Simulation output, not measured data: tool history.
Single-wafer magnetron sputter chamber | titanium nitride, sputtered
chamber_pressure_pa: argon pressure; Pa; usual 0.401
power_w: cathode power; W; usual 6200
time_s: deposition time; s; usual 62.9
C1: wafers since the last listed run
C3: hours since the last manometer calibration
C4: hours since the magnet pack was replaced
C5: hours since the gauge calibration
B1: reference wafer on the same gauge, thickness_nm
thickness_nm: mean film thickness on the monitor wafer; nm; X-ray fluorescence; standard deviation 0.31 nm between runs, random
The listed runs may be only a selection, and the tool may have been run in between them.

run 1 hour=0 | chamber_pressure_pa=0.401 power_w=6200 time_s=65.6 | C1=0 wafers_on_the_sputter_target=2679 C3=2296.1 C4=6209.1 C5=135.3 | B1=57.724 | thickness_nm=62.161
run 2 hour=16.1 | chamber_pressure_pa=0.401 power_w=6200 time_s=65.6 | C1=219 wafers_on_the_sputter_target=2898 C3=2312.2 C4=6225.2 C5=151.4 | B1=57.752 | thickness_nm=62.029
run 3 hour=24.5 | chamber_pressure_pa=0.401 power_w=6950 time_s=67.1 | C1=114 wafers_on_the_sputter_target=3013 C3=2320.6 C4=6233.6 C5=159.8 | B1=57.78 | thickness_nm=70.064
-- hour=27.2 gauge calibrated
run 4 hour=33.9 | chamber_pressure_pa=0.401 power_w=6950 time_s=67.1 | C1=128 wafers_on_the_sputter_target=3141 C3=2330 C4=6243 C5=6.7 | B1=57.633 | thickness_nm=69.603
run 5 hour=47.6 | chamber_pressure_pa=0.401 power_w=6200 time_s=62.9 | C1=186 wafers_on_the_sputter_target=3327 C3=2343.7 C4=6256.7 C5=20.4 | B1=57.616 | thickness_nm=58.999
run 6 hour=53.8 | chamber_pressure_pa=0.401 power_w=6200 time_s=62.9 | C1=84 wafers_on_the_sputter_target=3412 C3=2349.9 C4=6262.9 C5=26.6 | B1=57.73 | thickness_nm=58.872
run 7 hour=67.8 | chamber_pressure_pa=0.401 power_w=6200 time_s=62.9 | C1=190 wafers_on_the_sputter_target=3603 C3=2363.9 C4=6276.9 C5=40.6 | B1=57.76 | thickness_nm=58.466
-- hour=85.8 sputter target and shields replaced
run 8 hour=86.3 | chamber_pressure_pa=0.401 power_w=6200 time_s=62.9 | C1=143 wafers_on_the_sputter_target=6 C3=2382.4 C4=6295.4 C5=59.1 | B1=57.674 | thickness_nm=61.789
-- hour=100.7 magnet pack replaced
run 9 hour=108.2 | chamber_pressure_pa=0.401 power_w=6200 time_s=62.9 | C1=189 wafers_on_the_sputter_target=195 C3=2404.3 C4=7.5 C5=81 | B1=57.72 | thickness_nm=61.703
run 10 hour=121.3 | chamber_pressure_pa=0.401 power_w=6200 time_s=62.9 | C1=178 wafers_on_the_sputter_target=374 C3=2417.4 C4=20.6 C5=94.1 | B1=57.739 | thickness_nm=61.287
run 11 hour=131.4 | chamber_pressure_pa=0.489 power_w=5550 time_s=68.1 | C1=137 wafers_on_the_sputter_target=512 C3=2427.5 C4=30.7 C5=104.2 | B1=57.77 | thickness_nm=57.159
run 12 hour=144.4 | chamber_pressure_pa=0.3 power_w=6200 time_s=51.8 | C1=177 wafers_on_the_sputter_target=689 C3=2440.5 C4=43.7 C5=117.2 | B1=57.771 | thickness_nm=53.151
-- hour=154.1 capacitance manometer re-zeroed and calibrated
run 13 hour=161.5 | chamber_pressure_pa=0.253 power_w=5100 time_s=62.9 | C1=124 wafers_on_the_sputter_target=813 C3=7.4 C4=60.8 C5=134.3 | B1=57.754 | thickness_nm=54.229
run 14 hour=174.5 | chamber_pressure_pa=0.401 power_w=6950 time_s=67.1 | C1=177 wafers_on_the_sputter_target=990 C3=20.4 C4=73.8 C5=147.3 | B1=57.776 | thickness_nm=71.981
run 15 hour=181.6 | chamber_pressure_pa=0.401 power_w=6200 time_s=62.9 | C1=96 wafers_on_the_sputter_target=1087 C3=27.5 C4=80.9 C5=154.4 | B1=57.762 | thickness_nm=60.35
-- hour=188.8 gauge calibrated
run 16 hour=190.7 | chamber_pressure_pa=0.401 power_w=7100 time_s=56.9 | C1=124 wafers_on_the_sputter_target=1211 C3=36.6 C4=90 C5=1.9 | B1=57.723 | thickness_nm=62.699
run 17 hour=196.8 | chamber_pressure_pa=0.317 power_w=6950 time_s=69 | C1=83 wafers_on_the_sputter_target=1294 C3=42.7 C4=96.1 C5=8 | B1=57.615 | thickness_nm=76.979
run 18 hour=207.2 | chamber_pressure_pa=0.544 power_w=5350 time_s=52.8 | C1=141 wafers_on_the_sputter_target=1436 C3=53.1 C4=106.5 C5=18.4 | B1=57.706 | thickness_nm=40.78
run 19 hour=225.2 | chamber_pressure_pa=0.283 power_w=5100 time_s=74.9 | C1=245 wafers_on_the_sputter_target=1681 C3=71.1 C4=124.5 C5=36.4 | B1=57.675 | thickness_nm=62.643
run 20 hour=242.4 | chamber_pressure_pa=0.401 power_w=6200 time_s=55.3 | C1=234 wafers_on_the_sputter_target=1915 C3=88.3 C4=141.7 C5=53.6 | B1=57.71 | thickness_nm=52.451
run 21 hour=258.7 | chamber_pressure_pa=0.494 power_w=5750 time_s=55.5 | C1=222 wafers_on_the_sputter_target=2137 C3=104.6 C4=158 C5=69.9 | B1=57.741 | thickness_nm=46.55

3 ways to go on from here, each from the tool as it stands after run 21. What would each give?
run A hour=259.1 | chamber_pressure_pa=0.401 power_w=6200 time_s=71.3 | C1=5 wafers_on_the_sputter_target=2143 C3=105 C4=158.4 C5=70.3 | B1=? | thickness_nm=?
run B hour=259.1 | chamber_pressure_pa=0.272 power_w=6200 time_s=62.9 | C1=5 wafers_on_the_sputter_target=2143 C3=105 C4=158.4 C5=70.3 | B1=? | thickness_nm=?
run C hour=259.1 | chamber_pressure_pa=0.401 power_w=7700 time_s=62.9 | C1=5 wafers_on_the_sputter_target=2143 C3=105 C4=158.4 C5=70.3 | B1=? | thickness_nm=?

run=A B1=57.618 thickness_nm=67.289
run=B B1=57.618 thickness_nm=63.295
run=C B1=57.618 thickness_nm=73.266
Without the tool's unlogged condition, the same runs would have read:
run=A thickness_nm=70.345
run=B thickness_nm=66.17
run=C thickness_nm=76.593
